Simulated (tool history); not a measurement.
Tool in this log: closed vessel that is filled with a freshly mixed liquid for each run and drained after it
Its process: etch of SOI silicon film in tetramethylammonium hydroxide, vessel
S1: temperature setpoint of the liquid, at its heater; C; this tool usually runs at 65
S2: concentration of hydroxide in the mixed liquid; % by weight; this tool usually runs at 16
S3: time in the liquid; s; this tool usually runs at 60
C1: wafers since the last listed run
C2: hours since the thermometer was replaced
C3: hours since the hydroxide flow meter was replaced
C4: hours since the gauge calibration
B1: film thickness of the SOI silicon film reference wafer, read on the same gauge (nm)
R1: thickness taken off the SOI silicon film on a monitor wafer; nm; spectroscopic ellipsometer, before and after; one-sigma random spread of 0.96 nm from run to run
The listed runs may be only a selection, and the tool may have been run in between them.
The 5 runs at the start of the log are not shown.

run,day,S1,S2,S3,C1,C2,C3,C4,B1,R1
6,2.808,69.5,16,60,1621,1753.2,1207.5,168.2,39.98,313.68
7,3.421,69.5,16,60,2090,1767.9,1222.2,182.9,39.98,313.47
8,3.996,65,13,35,1962,1781.7,1236,196.7,40.01,152.96
9,4.558,65,13,35,1919,1795.2,1249.5,210.2,40.01,151.82
10,5.125,65,13,35,1934,1808.8,1263.1,223.8,40,151.72
11,5.412,65,16,60,981,1815.7,1270,230.7,40.01,238.08
# day 7.267: gauge calibrated
12,7.458,67,16,60,6982,1864.8,1319.1,4.6,40.01,269.26
13,7.929,67,16,60,1606,1876.1,1330.4,15.9,40.02,267.29
14,8.642,65,16,60,2431,1893.2,1347.5,33,40.03,237.71
15,9.15,59.5,18,60,1734,1905.4,1359.7,45.2,39.99,160.79
16,9.679,68.5,17.5,95,1806,1918.1,1372.4,57.9,40.02,446.84
# day 9.862: hydroxide flow meter replaced
17,10.275,65,13,35,1891,1932.4,9.9,72.2,39.98,152.27
18,10.904,69.5,16,60,2147,1947.5,25,87.3,40.03,308.61
19,11.512,72.5,13,30,2076,1962.1,39.6,101.9,40,202.25
# day 11.688: thermometer replaced
20,12.104,70.5,16,45,1877,10,53.8,116.1,40.01,273.83
21,12.642,68.5,17.5,95,1834,22.9,66.7,129,39.98,495.63
22,13.362,65,14,85,2460,40.2,84,146.3,40,390.92
23,14.029,65,16,45,2275,56.2,100,162.3,39.99,195.96
24,14.775,65,16,60,2545,74.1,117.9,180.2,39.99,259.56
25,15.058,70.5,18.5,50,967,80.9,124.7,187,40.01,286.01
26,15.712,65,16,60,2232,96.6,140.4,202.7,40,261.25
27,16.346,65,16,60,2161,111.8,155.6,217.9,39.99,259.48
28,16.679,62,13.5,60,1137,119.8,163.6,225.9,39.99,233.78
# day 16.912: gauge calibrated
29,17.279,65,12,40,2047,134.2,178,8.8,39.97,195.34
30,17.567,65,14,60,981,141.1,184.9,15.7,39.98,274.03

Consider 4 possible next runs. They are alternatives, not a sequence: every one starts from the tool as it was left by run 30. What does each give?
A,17.596,65,16,60,99,141.8,185.6,16.4,?,?
B,17.596,65,16,70,99,141.8,185.6,16.4,?,?
C,17.596,57,16,70,99,141.8,185.6,16.4,?,?
D,17.596,65,13.5,60,99,141.8,185.6,16.4,?,?

run,B1,R1
A,40.02,261.29
B,40.02,304.83
C,40.02,185.31
D,40.02,281.99
Without the tool's hidden state the same runs would have given:
run,R1
A,266.07
B,310.42
C,188.9
D,287.15
